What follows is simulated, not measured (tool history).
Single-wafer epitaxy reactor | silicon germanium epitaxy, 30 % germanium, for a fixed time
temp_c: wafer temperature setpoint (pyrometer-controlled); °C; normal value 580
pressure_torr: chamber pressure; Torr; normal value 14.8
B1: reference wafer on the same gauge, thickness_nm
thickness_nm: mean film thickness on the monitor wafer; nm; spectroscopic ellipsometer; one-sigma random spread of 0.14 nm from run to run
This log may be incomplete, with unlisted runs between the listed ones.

{"run": 1, "hour": 0.0, "temp_c": 580, "pressure_torr": 14.8, "B1": 42.1, "thickness_nm": 35.908}
{"run": 2, "hour": 49.7, "temp_c": 580, "pressure_torr": 14.8, "B1": 42.085, "thickness_nm": 35.908}
{"run": 3, "hour": 118.6, "temp_c": 580, "pressure_torr": 14.8, "B1": 42.077, "thickness_nm": 35.9}
{"run": 4, "hour": 158.2, "temp_c": 580, "pressure_torr": 14.8, "B1": 42.153, "thickness_nm": 35.813}
{"run": 5, "hour": 184.6, "temp_c": 574, "pressure_torr": 16.1, "B1": 42.114, "thickness_nm": 33.177}
{"run": 6, "hour": 242.0, "temp_c": 574, "pressure_torr": 16.1, "B1": 42.126, "thickness_nm": 32.923}
{"run": 7, "hour": 309.8, "temp_c": 574, "pressure_torr": 16.1, "B1": 42.104, "thickness_nm": 33.092}
{"run": 8, "hour": 360.7, "temp_c": 592, "pressure_torr": 12.6, "B1": 42.052, "thickness_nm": 41.962}
{"run": 9, "hour": 387.4, "temp_c": 592, "pressure_torr": 12.6, "B1": 42.032, "thickness_nm": 42.022}
{"run": 10, "hour": 433.6, "temp_c": 580, "pressure_torr": 14.8, "B1": 42.057, "thickness_nm": 35.885}
{"run": 11, "hour": 494.0, "temp_c": 580, "pressure_torr": 14.8, "B1": 42.072, "thickness_nm": 35.763}
{"hour": 509.5, "done": "capacitance manometer re-zeroed and calibrated"}
{"hour": 564.2, "done": "gauge calibrated"}
{"run": 12, "hour": 645.7, "temp_c": 580, "pressure_torr": 14.8, "B1": 42.116, "thickness_nm": 36.676}
{"hour": 664.2, "done": "pyrometer calibrated"}
{"run": 13, "hour": 710.6, "temp_c": 580, "pressure_torr": 12.7, "B1": 42.048, "thickness_nm": 34.127}
{"run": 14, "hour": 781.8, "temp_c": 580, "pressure_torr": 17.5, "B1": 42.149, "thickness_nm": 39.113}
{"run": 15, "hour": 851.1, "temp_c": 580, "pressure_torr": 11.4, "B1": 42.077, "thickness_nm": 32.745}
{"run": 16, "hour": 898.6, "temp_c": 567, "pressure_torr": 14.8, "B1": 42.111, "thickness_nm": 28.165}
{"run": 17, "hour": 968.3, "temp_c": 580, "pressure_torr": 14.8, "B1": 42.125, "thickness_nm": 36.272}
{"hour": 996.1, "done": "showerhead replaced"}
{"run": 18, "hour": 1032.9, "temp_c": 569, "pressure_torr": 13.4, "B1": 42.061, "thickness_nm": 27.798}
{"run": 19, "hour": 1085.9, "temp_c": 580, "pressure_torr": 14.8, "B1": 42.143, "thickness_nm": 36.543}
{"run": 20, "hour": 1126.2, "temp_c": 580, "pressure_torr": 14.8, "B1": 42.09, "thickness_nm": 36.196}
{"run": 21, "hour": 1196.2, "temp_c": 572, "pressure_torr": 14.8, "B1": 42.055, "thickness_nm": 30.903}
{"run": 22, "hour": 1250.9, "temp_c": 580, "pressure_torr": 14.8, "B1": 42.115, "thickness_nm": 36.017}
{"run": 23, "hour": 1285.0, "temp_c": 573, "pressure_torr": 14.8, "B1": 42.111, "thickness_nm": 31.668}
{"run": 24, "hour": 1337.7, "temp_c": 580, "pressure_torr": 12, "B1": 42.097, "thickness_nm": 32.761}
{"run": 25, "hour": 1374.1, "temp_c": 566, "pressure_torr": 12, "B1": 42.078, "thickness_nm": 25.026}

List, for all runs, the conditions of the tool that the log does not record:
wafer temperature above the value expected at the setpoint (K): 0 in every run
gauge reads high (%): 0 in every run
H1: true pressure above the setpoint (%)
run=1 H1=-5.44
run=2 H1=-5.49
run=3 H1=-5.56
run=4 H1=-5.59
run=5 H1=-5.61
run=6 H1=-5.66
run=7 H1=-5.71
run=8 H1=-5.74
run=9 H1=-5.76
run=10 H1=-5.79
run=11 H1=-5.83
run=12 H1=-0.525
run=13 H1=-1.02
run=14 H1=-1.53
run=15 H1=-1.99
run=16 H1=-2.28
run=17 H1=-2.68
run=18 H1=-3.03
run=19 H1=-3.3
run=20 H1=-3.49
run=21 H1=-3.81
run=22 H1=-4.04
run=23 H1=-4.18
run=24 H1=-4.38
run=25 H1=-4.51
